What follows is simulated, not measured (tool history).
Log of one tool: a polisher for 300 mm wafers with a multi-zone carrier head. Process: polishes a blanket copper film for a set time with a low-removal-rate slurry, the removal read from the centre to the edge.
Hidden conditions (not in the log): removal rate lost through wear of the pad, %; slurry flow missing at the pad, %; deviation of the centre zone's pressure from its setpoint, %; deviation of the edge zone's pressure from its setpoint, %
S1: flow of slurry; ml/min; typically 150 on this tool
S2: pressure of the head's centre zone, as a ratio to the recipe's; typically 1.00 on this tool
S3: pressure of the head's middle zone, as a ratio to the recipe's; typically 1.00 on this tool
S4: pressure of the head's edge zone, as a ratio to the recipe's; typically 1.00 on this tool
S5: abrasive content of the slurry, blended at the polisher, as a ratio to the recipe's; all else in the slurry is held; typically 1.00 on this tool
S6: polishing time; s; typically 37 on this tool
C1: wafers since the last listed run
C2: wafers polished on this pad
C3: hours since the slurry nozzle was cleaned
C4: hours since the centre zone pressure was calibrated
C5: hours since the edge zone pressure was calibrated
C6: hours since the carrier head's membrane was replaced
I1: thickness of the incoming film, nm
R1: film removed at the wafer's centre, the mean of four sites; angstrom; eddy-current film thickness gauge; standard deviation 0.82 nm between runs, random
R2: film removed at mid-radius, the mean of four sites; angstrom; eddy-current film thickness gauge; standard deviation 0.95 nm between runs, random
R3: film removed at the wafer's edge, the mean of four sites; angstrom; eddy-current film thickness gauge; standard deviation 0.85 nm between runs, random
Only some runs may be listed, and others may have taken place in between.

run 1 day=0.000 | S1=160 S2=1.00 S3=0.97 S4=1.00 S5=1.00 S6=37 | C1=0 C2=481 C3=39.3 C4=411.6 C5=100.5 C6=1092.2 | I1=1524.7 | R1=709 R2=664 R3=692
run 2 day=1.983 | S1=150 S2=1.00 S3=1.00 S4=1.00 S5=1.00 S6=37 | C1=385 C2=866 C3=86.9 C4=459.2 C5=148.1 C6=1139.8 | I1=1529.7 | R1=701 R2=689 R3=698
-- day=2.688 centre zone pressure recalibrated
run 3 day=3.629 | S1=160 S2=1.00 S3=1.00 S4=1.00 S5=1.00 S6=37 | C1=303 C2=1169 C3=126.4 C4=22.6 C5=187.6 C6=1179.3 | I1=1505.4 | R1=727 R2=695 R3=716
run 4 day=4.754 | S1=160 S2=1.00 S3=1.00 S4=1.00 S5=1.00 S6=37 | C1=218 C2=1387 C3=153.4 C4=49.6 C5=214.6 C6=1206.3 | I1=1506.4 | R1=720 R2=694 R3=715
run 5 day=6.162 | S1=160 S2=1.00 S3=1.00 S4=1.00 S5=1.00 S6=37 | C1=273 C2=1661 C3=187.2 C4=83.4 C5=248.4 C6=1240.1 | I1=1547.5 | R1=725 R2=713 R3=698
-- day=7.858 carrier head's membrane replaced by a new one
run 6 day=8.983 | S1=150 S2=1.00 S3=1.00 S4=1.00 S5=1.20 S6=41 | C1=507 C2=2168 C3=254.9 C4=151.1 C5=316.1 C6=27.0 | I1=1534.5 | R1=816 R2=804 R3=801
run 7 day=10.858 | S1=200 S2=0.96 S3=1.00 S4=1.06 S5=1.00 S6=43 | C1=363 C2=2532 C3=299.9 C4=196.1 C5=361.1 C6=72.0 | I1=1526.3 | R1=813 R2=833 R3=864
-- day=12.083 worn pad replaced by a new one
run 8 day=12.192 | S1=150 S2=1.00 S3=1.00 S4=1.00 S5=1.00 S6=37 | C1=226 C2=20 C3=331.9 C4=228.1 C5=393.1 C6=104.0 | I1=1490.9 | R1=707 R2=680 R3=702
run 9 day=15.112 | S1=150 S2=1.00 S3=1.00 S4=1.00 S5=1.00 S6=26 | C1=567 C2=588 C3=402.0 C4=298.2 C5=463.2 C6=174.1 | I1=1541.5 | R1=493 R2=485 R3=499
run 10 day=16.317 | S1=150 S2=1.00 S3=1.00 S4=1.10 S5=1.00 S6=37 | C1=233 C2=821 C3=430.9 C4=327.1 C5=492.1 C6=203.0 | I1=1523.3 | R1=718 R2=684 R3=739
run 11 day=18.912 | S1=150 S2=1.00 S3=1.00 S4=0.91 S5=1.00 S6=27 | C1=503 C2=1325 C3=493.2 C4=389.4 C5=554.4 C6=265.3 | I1=1535.4 | R1=503 R2=496 R3=493
run 12 day=20.654 | S1=150 S2=0.96 S3=0.95 S4=1.00 S5=1.20 S6=37 | C1=338 C2=1663 C3=535.0 C4=431.2 C5=596.2 C6=307.1 | I1=1506.5 | R1=701 R2=678 R3=735
run 13 day=21.858 | S1=150 S2=1.00 S3=1.00 S4=1.00 S5=1.00 S6=37 | C1=233 C2=1897 C3=563.9 C4=460.1 C5=625.1 C6=336.0 | I1=1536.4 | R1=706 R2=699 R3=709
-- day=22.383 centre zone pressure recalibrated
-- day=24.129 slurry nozzle cleaned
-- day=24.525 worn pad replaced by a new one
run 14 day=24.729 | S1=150 S2=1.00 S3=1.00 S4=1.00 S5=1.00 S6=37 | C1=500 C2=39 C3=14.4 C4=56.3 C5=694.0 C6=404.9 | I1=1542.8 | R1=707 R2=686 R3=706
run 15 day=26.329 | S1=150 S2=0.96 S3=1.00 S4=1.03 S5=1.20 S6=37 | C1=310 C2=350 C3=52.8 C4=94.7 C5=732.4 C6=443.3 | I1=1517.5 | R1=701 R2=718 R3=743
run 16 day=28.938 | S1=150 S2=1.00 S3=1.00 S4=1.00 S5=1.00 S6=29 | C1=506 C2=856 C3=115.4 C4=157.3 C5=795.0 C6=505.9 | I1=1533.5 | R1=544 R2=548 R3=544
run 17 day=31.071 | S1=150 S2=1.00 S3=1.00 S4=1.00 S5=1.00 S6=37 | C1=414 C2=1271 C3=166.6 C4=208.5 C5=846.2 C6=557.1 | I1=1517.7 | R1=697 R2=706 R3=709
-- day=31.454 edge zone pressure recalibrated
run 18 day=33.783 | S1=200 S2=1.00 S3=0.91 S4=1.00 S5=1.00 S6=37 | C1=510 C2=1781 C3=231.7 C4=273.6 C5=55.9 C6=622.2 | I1=1528.2 | R1=737 R2=686 R3=719
run 19 day=35.150 | S1=150 S2=1.00 S3=1.00 S4=1.00 S5=1.00 S6=30 | C1=265 C2=2046 C3=264.5 C4=306.4 C5=88.7 C6=655.0 | I1=1512.3 | R1=573 R2=568 R3=582
run 20 day=36.512 | S1=150 S2=1.00 S3=1.00 S4=1.00 S5=1.00 S6=26 | C1=264 C2=2311 C3=297.2 C4=339.1 C5=121.4 C6=687.7 | I1=1537.7 | R1=493 R2=484 R3=504
-- day=37.367 worn pad replaced by a new one
run 21 day=38.638 | S1=150 S2=1.10 S3=0.94 S4=1.06 S5=1.00 S6=47 | C1=380 C2=246 C3=348.2 C4=390.1 C5=172.4 C6=738.7 | I1=1494.1 | R1=1010 R2=847 R3=903
run 22 day=41.096 | S1=160 S2=1.00 S3=1.00 S4=1.00 S5=1.00 S6=37 | C1=477 C2=724 C3=407.2 C4=449.1 C5=231.4 C6=797.7 | I1=1518.3 | R1=710 R2=692 R3=701

Below are 3 alternative next runs, each starting from the tool's condition after run 22. Predict each:
run A day=41.112 | S1=150 S2=1.00 S3=1.00 S4=1.00 S5=1.15 S6=37 | C1=3 C2=727 C3=407.6 C4=449.5 C5=231.8 C6=798.1 | I1=1527.8 | R1=? R2=? R3=?
run B day=41.112 | S1=150 S2=1.00 S3=1.00 S4=1.00 S5=1.20 S6=37 | C1=3 C2=727 C3=407.6 C4=449.5 C5=231.8 C6=798.1 | I1=1527.8 | R1=? R2=? R3=?
run C day=41.112 | S1=150 S2=1.00 S3=1.00 S4=0.92 S5=1.00 S6=37 | C1=3 C2=727 C3=407.6 C4=449.5 C5=231.8 C6=798.1 | I1=1527.8 | R1=? R2=? R3=?

run=A R1=715 R2=692 R3=723
run=B R1=720 R2=697 R3=728
run=C R1=698 R2=675 R3=679
Without the tool's unlogged condition, the same runs would have read:
run=A R1=715 R2=692 R3=723
run=B R1=720 R2=697 R3=728
run=C R1=698 R2=675 R3=679

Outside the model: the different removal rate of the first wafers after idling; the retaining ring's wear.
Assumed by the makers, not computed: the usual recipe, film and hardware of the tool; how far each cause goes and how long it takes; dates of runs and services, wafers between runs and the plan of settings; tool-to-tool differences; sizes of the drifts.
